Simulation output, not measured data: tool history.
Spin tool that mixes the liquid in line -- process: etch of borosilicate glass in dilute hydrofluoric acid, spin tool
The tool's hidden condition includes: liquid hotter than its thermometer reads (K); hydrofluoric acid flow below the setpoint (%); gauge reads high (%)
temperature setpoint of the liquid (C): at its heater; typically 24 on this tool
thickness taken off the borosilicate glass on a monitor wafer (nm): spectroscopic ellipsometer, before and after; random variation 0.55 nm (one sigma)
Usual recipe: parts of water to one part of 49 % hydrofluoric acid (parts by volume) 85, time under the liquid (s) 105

run	day	temperature setpoint of the liquid (C)	parts of water to one part of 49 % hydrofluoric acid (parts by volume)	time under the liquid (s)	wafers since the last listed run	hours since the thermometer was replaced	hours since the hydrofluoric acid flow meter was replaced	hours since the gauge calibration	read-back film thickness of the borosilicate glass reference wafer, read on the same gauge (nm)	thickness taken off the borosilicate glass on a monitor wafer (nm)
1	0	24	115	105	0	545	691.1	24.4	80	46.51
2	0.612	26.5	85	105	141	559.7	705.8	39.1	80.01	72.27
3	1.096	24	85	105	111	571.3	717.4	50.7	79.99	66.8
4	1.375	24	85	105	64	578	724.1	57.4	79.99	66.25
5	1.646	24	85	105	62	584.5	730.6	63.9	80.01	65.64
6	3.446	22	85	105	416	627.7	773.8	107.1	80.01	61.56
7	4.167	24	85	105	166	645	791.1	124.4	79.99	66.28
8	4.433	24	85	105	61	651.4	797.5	130.8	80.01	66.84
9	5.162	22.5	85	105	168	668.9	815	148.3	80	63.85
10	5.675	22.5	85	105	118	681.2	827.3	160.6	79.99	61.67
11	6.046	22.5	85	105	85	690.1	836.2	169.5	80.03	62.83
# day 6.275: hydrofluoric acid flow meter replaced
12	6.462	24	85	105	86	700.1	4.5	179.5	79.99	66.57
13	6.946	24	85	105	111	711.7	16.1	191.1	79.99	67.98
14	7.579	24	85	105	146	726.9	31.3	206.3	80	66.49
15	7.958	24	85	80	87	736	40.4	215.4	80	51.67
16	8.346	24	85	80	89	745.3	49.7	224.7	79.97	51.2
17	8.675	26	85	105	76	753.2	57.6	232.6	80	73.16
18	9.038	24	85	165	83	761.9	66.3	241.3	79.98	106.45
19	9.529	24	85	70	113	773.7	78.1	253.1	80.01	45.41
20	9.833	28	120	75	70	781	85.4	260.4	80.02	37.81
21	10.354	21	85	155	120	793.5	97.9	272.9	79.99	88.13
22	10.821	21	115	145	107	804.7	109.1	284.1	80.02	59.58
23	11.183	24	85	130	83	813.4	117.8	292.8	79.99	83.78
# day 11.554: gauge calibrated
# day 11.704: thermometer replaced
24	11.792	26.5	125	105	131	2.1	132.4	5.7	80.01	43.21
25	13.188	24	85	105	322	35.6	165.9	39.2	80.02	60.74
26	13.583	24	60	105	91	45.1	175.4	48.7	80.02	90.72
27	14.212	28.5	60	105	145	60.2	190.5	63.8	79.99	105.8
28	14.921	24	85	105	163	77.2	207.5	80.8	80.01	62.69

For run 29, what comes out?
29	15.488	24	85	130	131	90.8	221.1	94.4	?	?

read-back film thickness of the borosilicate glass reference wafer, read on the same gauge (nm): 80
thickness taken off the borosilicate glass on a monitor wafer (nm): 76.47
With no hidden state in the tool, this same run would have given thickness taken off the borosilicate glass on a monitor wafer (nm) 74.9.
